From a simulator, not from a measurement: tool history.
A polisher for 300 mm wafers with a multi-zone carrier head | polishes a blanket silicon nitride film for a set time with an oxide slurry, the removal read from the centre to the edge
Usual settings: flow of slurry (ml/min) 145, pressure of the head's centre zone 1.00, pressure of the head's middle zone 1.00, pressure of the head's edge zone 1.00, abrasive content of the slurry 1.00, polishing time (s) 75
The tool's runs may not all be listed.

run     day  flow of slurry (ml/min)  pressure of the head's centre zone  pressure of the head's middle zone  pressure of the head's edge zone  abrasive content of the slurry  polishing time (s)  incoming thickness of the incoming film, nm  film removed at the wafer's centre (nm)  film removed at mid-radius (nm)  film removed at the wafer's edge (nm)
  1   0.000                      145                                1.00                                1.00                              1.00                            1.00                  75                                        541.7                                     52.2                             54.8                                   53.1
  2   1.812                      145                                1.00                                1.00                              1.00                            1.00                  75                                        549.0                                     53.2                             52.8                                   53.0
      5.271  -- centre zone pressure recalibrated
      6.450  -- worn pad replaced by a new one
     13.096  -- slurry nozzle cleaned
  3  14.142                      145                                1.00                                1.00                              1.00                            1.00                  75                                        548.6                                     52.2                             52.8                                   52.8
  4  17.629                      145                                1.00                                1.00                              1.00                            1.00                  75                                        546.1                                     52.4                             53.5                                   53.7
     20.375  -- edge zone pressure recalibrated
  5  20.521                      145                                1.00                                1.00                              1.00                            1.00                  75                                        558.4                                     52.1                             53.4                                   53.3
  6  22.229                      145                                1.10                                0.95                              1.00                            1.00                  75                                        542.4                                     57.2                             51.5                                   52.4
  7  23.808                      160                                1.00                                1.00                              1.00                            0.70                  65                                        550.4                                     40.6                             40.9                                   40.2
     25.138  -- worn pad replaced by a new one
     33.912  -- slurry nozzle cleaned
  8  34.042                      145                                1.00                                1.00                              1.00                            1.00                  75                                        547.6                                     52.7                             53.3                                   53.0
  9  37.575                      145                                1.00                                1.00                              1.00                            1.00                  75                                        544.5                                     53.5                             53.7                                   53.4
 10  41.683                      145                                0.92                                0.91                              0.93                            0.75                  75                                        555.9                                     43.8                             44.5                                   46.6
     42.983  -- worn pad replaced by a new one, of another model than before
 11  43.183                      145                                1.00                                1.00                              0.89                            1.00                  75                                        554.6                                     53.1                             53.7                                   49.9
 12  45.346                      145                                1.10                                0.95                              1.00                            1.00                  75                                        545.9                                     55.6                             49.0                                   52.9
 13  48.658                      145                                1.00                                1.06                              1.00                            1.00                  96                                        546.4                                     65.3                             70.2                                   66.0
     50.562  -- carrier head's membrane replaced by a new one
 14  52.746                      170                                1.00                                1.08                              1.00                            1.00                  75                                        556.8                                     51.9                             55.2                                   52.5
     53.046  -- slurry nozzle cleaned
 15  55.004                      145                                1.00                                0.92                              1.00                            1.00                  84                                        545.0                                     59.8                             56.5                                   60.6
 16  57.758                      145                                1.00                                1.00                              1.00                            1.00                  75                                        558.1                                     53.0                             53.2                                   52.6
 17  59.592                      145                                0.90                                1.00                              1.00                            1.00                  58                                        549.2                                     37.1                             42.1                                   41.6
     61.267  -- centre zone pressure recalibrated
     62.829  -- edge zone pressure recalibrated
 18  64.079                      145                                1.00                                1.00                              1.00                            1.00                  75                                        550.1                                     53.1                             53.7                                   52.5
     64.725  -- worn pad replaced by a new one
 19  67.658                      145                                1.00                                1.00                              1.00                            1.00                  75                                        541.8                                     51.1                             53.1                                   52.5
 20  69.833                      145                                1.00                                1.00                              1.00                            1.00                  49                                        544.3                                     33.0                             34.5                                   33.5
     71.500  -- slurry nozzle cleaned
 21  72.525                      145                                0.90                                1.09                              1.00                            0.75                  59                                        546.0                                     34.7                             40.3                                   37.9
 22  74.046                      145                                1.00                                1.00                              1.00                            1.00                  62                                        546.3                                     44.2                             44.7                                   43.3

Measured less the same run without the tool's hidden state. The same run-to-run variation is in both; the gauge's scatter may not be:
The hidden state here: removal rate lost through wear of the pad, %; slurry flow missing at the pad, %; deviation of the centre zone's pressure from its setpoint, %; deviation of the edge zone's pressure from its setpoint, %.
run  film removed at the wafer's centre (nm)  film removed at mid-radius (nm)  film removed at the wafer's edge (nm)
  1                                     -0.7                             -0.7                                   -0.4
  2                                     -1.0                             -0.9                                   -0.6
  3                                     -0.6                             -0.6                                   -0.5
  4                                     -0.9                             -0.8                                   -0.5
  5                                     -1.3                             -1.2                                   -0.8
  6                                     -1.8                             -1.4                                   -1.0
  7                                     -1.4                             -1.2                                   -0.8
  8                                     -0.4                             -0.3                                   -0.2
  9                                     -0.5                             -0.4                                   -0.3
 10                                     -0.8                             -0.7                                   -0.6
 11                                     -0.7                             -0.7                                   -0.5
 12                                     -1.1                             -0.9                                   -0.7
 13                                     -2.2                             -2.1                                   -1.3
 14                                     -2.7                             -2.5                                   -1.7
 15                                     -0.1                             -0.1                                   +0.0
 16                                     -0.1                             -0.1                                   -0.1
 17                                     -0.2                             -0.2                                   -0.1
 18                                     -0.8                             -0.7                                   -0.5
 19                                     -1.4                             -1.2                                   -0.9
 20                                     -1.2                             -1.1                                   -0.8
 21                                     -0.2                             -0.2                                   -0.2
 22                                     -0.3                             -0.2                                   -0.1
